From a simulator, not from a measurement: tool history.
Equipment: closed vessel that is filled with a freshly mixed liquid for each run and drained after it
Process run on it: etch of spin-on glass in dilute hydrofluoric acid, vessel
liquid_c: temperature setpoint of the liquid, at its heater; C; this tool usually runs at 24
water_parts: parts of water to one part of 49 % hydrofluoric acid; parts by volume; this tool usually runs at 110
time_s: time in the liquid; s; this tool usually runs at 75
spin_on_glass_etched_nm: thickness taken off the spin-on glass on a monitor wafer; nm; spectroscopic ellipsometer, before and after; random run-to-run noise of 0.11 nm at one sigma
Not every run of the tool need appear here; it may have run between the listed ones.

| run | hour | liquid_c | water_parts | time_s | read-back film thickness of the spin-on glass reference wafer, read on the same gauge (nm) | spin_on_glass_etched_nm |
|---|---|---|---|---|---|---|
| 1 | 0 | 21 | 110 | 75 | 129.95 | 28.07 |
| 2 | 12.6 | 21 | 110 | 75 | 129.97 | 27.87 |
| 3 | 21.2 | 21 | 110 | 75 | 130 | 28.06 |
| 4 | 36.2 | 24 | 110 | 75 | 130.02 | 31.18 |
| 5 | 47 | 24 | 110 | 75 | 129.95 | 31.56 |
| 6 | 59.7 | 24 | 110 | 75 | 129.94 | 31.55 |
| 7 | 73.3 | 24 | 110 | 75 | 130.02 | 31.52 |
| 8 | 80.6 | 24 | 110 | 75 | 130 | 31.57 |
| 9 | 94 | 24 | 110 | 75 | 129.99 | 31.5 |
| 10 | 109.2 | 24 | 110 | 75 | 130.01 | 31.65 |
| 11 | 118.1 | 24 | 110 | 95 | 130.02 | 40.13 |
| 12 | 135 | 24 | 110 | 75 | 129.99 | 31.62 |
| 13 | 150.6 | 28 | 70 | 110 | 129.99 | 90.05 |
|  | 158.6 | hydrofluoric acid flow meter replaced |
| 14 | 164 | 26.5 | 95 | 90 | 130.03 | 49.35 |
| 15 | 174.1 | 24 | 110 | 75 | 129.99 | 31.75 |
| 16 | 187.9 | 22 | 135 | 35 | 130.02 | 10.83 |
| 17 | 199.4 | 28 | 160 | 85 | 130.05 | 26.78 |
|  | 216.2 | gauge calibrated |
| 18 | 217.3 | 24 | 110 | 75 | 130.03 | 31.96 |
|  | 221.1 | thermometer replaced |
| 19 | 231.8 | 19.5 | 80 | 115 | 130.04 | 52.9 |
| 20 | 239.9 | 24 | 110 | 105 | 129.98 | 40.51 |
| 21 | 254.8 | 21 | 110 | 75 | 129.97 | 25.9 |
| 22 | 262.4 | 28 | 130 | 95 | 130.01 | 35.29 |
| 23 | 272.6 | 21 | 155 | 75 | 130.02 | 17.45 |
| 24 | 283.7 | 26.5 | 110 | 75 | 129.97 | 32.01 |
| 25 | 292.5 | 24 | 90 | 100 | 129.97 | 48.37 |

3 ways to go on from here, each from the tool as it stands after run 25. What would each give?
| A | 293.2 | 24 | 110 | 75 | ? | ? |
| B | 293.2 | 19.5 | 140 | 55 | ? | ? |
| C | 293.2 | 24 | 135 | 110 | ? | ? |

| run | read-back film thickness of the spin-on glass reference wafer, read on the same gauge (nm) | spin_on_glass_etched_nm |
|---|---|---|
| A | 130 | 29.13 |
| B | 130 | 13.57 |
| C | 130 | 33.79 |
With the hidden condition removed and each run's random variation left untouched, the same runs would have given:
| run | spin_on_glass_etched_nm |
|---|---|
| A | 28.94 |
| B | 13.48 |
| C | 33.57 |
